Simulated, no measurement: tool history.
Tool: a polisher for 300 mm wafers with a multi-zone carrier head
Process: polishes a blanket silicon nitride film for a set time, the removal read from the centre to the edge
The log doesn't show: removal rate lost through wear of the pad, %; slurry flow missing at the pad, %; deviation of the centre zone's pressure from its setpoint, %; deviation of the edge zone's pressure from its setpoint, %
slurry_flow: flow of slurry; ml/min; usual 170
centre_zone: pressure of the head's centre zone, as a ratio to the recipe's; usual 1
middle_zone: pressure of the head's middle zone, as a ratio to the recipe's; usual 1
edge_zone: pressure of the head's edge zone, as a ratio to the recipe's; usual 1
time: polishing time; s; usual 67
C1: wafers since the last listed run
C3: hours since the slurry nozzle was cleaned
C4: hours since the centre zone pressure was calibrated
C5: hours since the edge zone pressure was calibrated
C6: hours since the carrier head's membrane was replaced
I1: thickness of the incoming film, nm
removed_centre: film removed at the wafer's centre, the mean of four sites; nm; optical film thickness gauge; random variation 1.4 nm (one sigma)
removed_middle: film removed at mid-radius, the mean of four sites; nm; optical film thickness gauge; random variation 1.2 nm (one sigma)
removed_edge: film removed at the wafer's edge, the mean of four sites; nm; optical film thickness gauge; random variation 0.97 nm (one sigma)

Run 1, hour 0: usual settings; C1 0; wafers polished on this pad 3070; C3 167.6; C4 473.4; C5 570.7; C6 438.4; I1 394.1. Result: removed_centre 85.4 nm, removed_middle 87.1 nm, removed_edge 85.3 nm.
At hour 28: worn pad replaced by a new one.
Run 2, hour 77.6: usual settings but centre_zone 0.92; C1 580; wafers polished on this pad 391; C3 245.2; C4 551; C5 648.3; C6 516; I1 400.5. Result: removed_centre 82.5 nm, removed_middle 92.2 nm, removed_edge 91 nm.
Run 3, hour 126.5: usual settings but centre_zone 0.92; C1 385; wafers polished on this pad 777; C3 294.1; C4 599.9; C5 697.2; C6 564.9; I1 401. Result: removed_centre 79.2 nm, removed_middle 90.2 nm, removed_edge 88.8 nm.
Run 4, hour 197.6: usual settings but centre_zone 0.92; C1 561; wafers polished on this pad 1338; C3 365.2; C4 671; C5 768.3; C6 636; I1 400. Result: removed_centre 80.3 nm, removed_middle 88.7 nm, removed_edge 87.8 nm.
At hour 226.6: edge zone pressure recalibrated.
At hour 237.8: centre zone pressure recalibrated.
At hour 252.4: slurry nozzle cleaned.
At hour 377.1: worn pad replaced by a new one.
Run 5, hour 380.9: usual settings; C1 1375; wafers polished on this pad 30; C3 128.5; C4 143.1; C5 154.3; C6 819.3; I1 403.4. Result: removed_centre 89.7 nm, removed_middle 93.8 nm, removed_edge 90.8 nm.
Run 6, hour 448: usual settings; C1 529; wafers polished on this pad 559; C3 195.6; C4 210.2; C5 221.4; C6 886.4; I1 400.1. Result: removed_centre 88.9 nm, removed_middle 91.6 nm, removed_edge 91.3 nm.
Run 7, hour 511.8: usual settings; C1 503; wafers polished on this pad 1063; C3 259.4; C4 274; C5 285.2; C6 950.2; I1 398. Result: removed_centre 85.4 nm, removed_middle 88.3 nm, removed_edge 88.8 nm.
Run 8, hour 586.1: usual settings; C1 586; wafers polished on this pad 1649; C3 333.7; C4 348.3; C5 359.5; C6 1024.5; I1 393.3. Result: removed_centre 83.6 nm, removed_middle 85.7 nm, removed_edge 88 nm.
Run 9, hour 638: usual settings but centre_zone 1.09, middle_zone 1.11, edge_zone 1.04; C1 409; wafers polished on this pad 2059; C3 385.6; C4 400.2; C5 411.4; C6 1076.4; I1 404.8. Result: removed_centre 87.9 nm, removed_middle 90.8 nm, removed_edge 84.7 nm.
At hour 691.8: slurry nozzle cleaned.
Run 10, hour 692.3: usual settings; C1 420; wafers polished on this pad 2479; C3 0.5; C4 454.5; C5 465.7; C6 1130.7; I1 406.9. Result: removed_centre 85.7 nm, removed_middle 90.2 nm, removed_edge 88.7 nm.
Run 11, hour 773.4: usual settings; C1 640; wafers polished on this pad 3119; C3 81.6; C4 535.6; C5 546.8; C6 1211.8; I1 407. Result: removed_centre 85 nm, removed_middle 84.7 nm, removed_edge 84.5 nm.
At hour 833.3: worn pad replaced by a new one.
At hour 879.5: carrier head's membrane replaced by a new one.
Run 12, hour 880: usual settings; C1 770; wafers polished on this pad 328; C3 188.2; C4 642.2; C5 653.4; C6 0.5; I1 404.5. Result: removed_centre 87.5 nm, removed_middle 90 nm, removed_edge 91.4 nm.
At hour 900.7: edge zone pressure recalibrated.
Run 13, hour 939.1: usual settings but centre_zone 1.09, time 47 s; C1 450; wafers polished on this pad 779; C3 247.3; C4 701.3; C5 38.4; C6 59.6; I1 401.1. Result: removed_centre 66.8 nm, removed_middle 63.3 nm, removed_edge 63 nm.
At hour 1002.7: centre zone pressure recalibrated.
Run 14, hour 1029.2: usual settings but centre_zone 0.89, middle_zone 1.08, time 73 s; C1 695; wafers polished on this pad 1474; C3 337.4; C4 26.5; C5 128.5; C6 149.7; I1 399.2. Result: removed_centre 80.6 nm, removed_middle 102.9 nm, removed_edge 94.6 nm.
At hour 1048.9: slurry nozzle cleaned.
Run 15, hour 1076.7: usual settings but edge_zone 0.97; C1 366; wafers polished on this pad 1841; C3 27.8; C4 74; C5 176; C6 197.2; I1 401.6. Result: removed_centre 88.9 nm, removed_middle 90.5 nm, removed_edge 87.5 nm.
Run 16, hour 1178.4: usual settings but edge_zone 1.08; C1 802; wafers polished on this pad 2644; C3 129.5; C4 175.7; C5 277.7; C6 298.9; I1 405.7. Result: removed_centre 84.2 nm, removed_middle 87.5 nm, removed_edge 88.8 nm.
Run 17, hour 1215.4: usual settings; C1 291; wafers polished on this pad 2936; C3 166.5; C4 212.7; C5 314.7; C6 335.9; I1 404. Result: removed_centre 82.7 nm, removed_middle 83.2 nm, removed_edge 83 nm.
At hour 1235.9: worn pad replaced by a new one.
Run 18, hour 1299.2: usual settings but edge_zone 1.08; C1 629; wafers polished on this pad 499; C3 250.3; C4 296.5; C5 398.5; C6 419.7; I1 403.3. Result: removed_centre 85.6 nm, removed_middle 89.9 nm, removed_edge 93.3 nm.
Run 19, hour 1340.4: usual settings; C1 325; wafers polished on this pad 824; C3 291.5; C4 337.7; C5 439.7; C6 460.9; I1 400.7. Result: removed_centre 82.5 nm, removed_middle 87.1 nm, removed_edge 88.1 nm.
Run 20, hour 1388.6: usual settings but centre_zone 0.94, middle_zone 0.92, edge_zone 1.09; C1 380; wafers polished on this pad 1204; C3 339.7; C4 385.9; C5 487.9; C6 509.1; I1 400.3. Result: removed_centre 76.1 nm, removed_middle 79.2 nm, removed_edge 88.1 nm.
Run 21, hour 1440.9: usual settings but middle_zone 1.05, time 74 s; C1 412; wafers polished on this pad 1617; C3 392; C4 438.2; C5 540.2; C6 561.4; I1 403. Result: removed_centre 83.4 nm, removed_middle 95.6 nm, removed_edge 93.4 nm.
Run 22, hour 1479.6: usual settings but centre_zone 1.04; C1 305; wafers polished on this pad 1923; C3 430.7; C4 476.9; C5 578.9; C6 600.1; I1 398.6. Result: removed_centre 78.3 nm, removed_middle 78.9 nm, removed_edge 81.2 nm.

4 ways to go on from here, each from the tool as it stands after run 22. What would each give?
Run A, hour 1480: usual settings but edge_zone 1.1; C1 3; wafers polished on this pad 1926; C3 431.1; C4 477.3; C5 579.3; C6 600.5; I1 404.4. Result: removed_centre ?, removed_middle ?, removed_edge ?.
Run B, hour 1480: usual settings but time 61 s; C1 3; wafers polished on this pad 1926; C3 431.1; C4 477.3; C5 579.3; C6 600.5; I1 404.4. Result: removed_centre ?, removed_middle ?, removed_edge ?.
Run C, hour 1480: usual settings but centre_zone 0.91, time 79 s; C1 3; wafers polished on this pad 1926; C3 431.1; C4 477.3; C5 579.3; C6 600.5; I1 404.4. Result: removed_centre ?, removed_middle ?, removed_edge ?.
Run D, hour 1480: usual settings but slurry_flow 210 ml/min, centre_zone 0.88, edge_zone 1.06, time 49 s; C1 3; wafers polished on this pad 1926; C3 431.1; C4 477.3; C5 579.3; C6 600.5; I1 404.4. Result: removed_centre ?, removed_middle ?, removed_edge ?.

run  removed_centre  removed_middle  removed_edge
  A            74.7            79.7          87.2
  B              68            72.5          75.8
  C            80.1              94          98.1
  D            51.3            61.7          65.1
Without the tool's hidden state the same runs would have given:
run  removed_centre  removed_middle  removed_edge
  A            92.8            96.8         100.9
  B            84.5            88.1          87.6
  C            99.5           114.2         113.5
  D            61.7              73          74.1
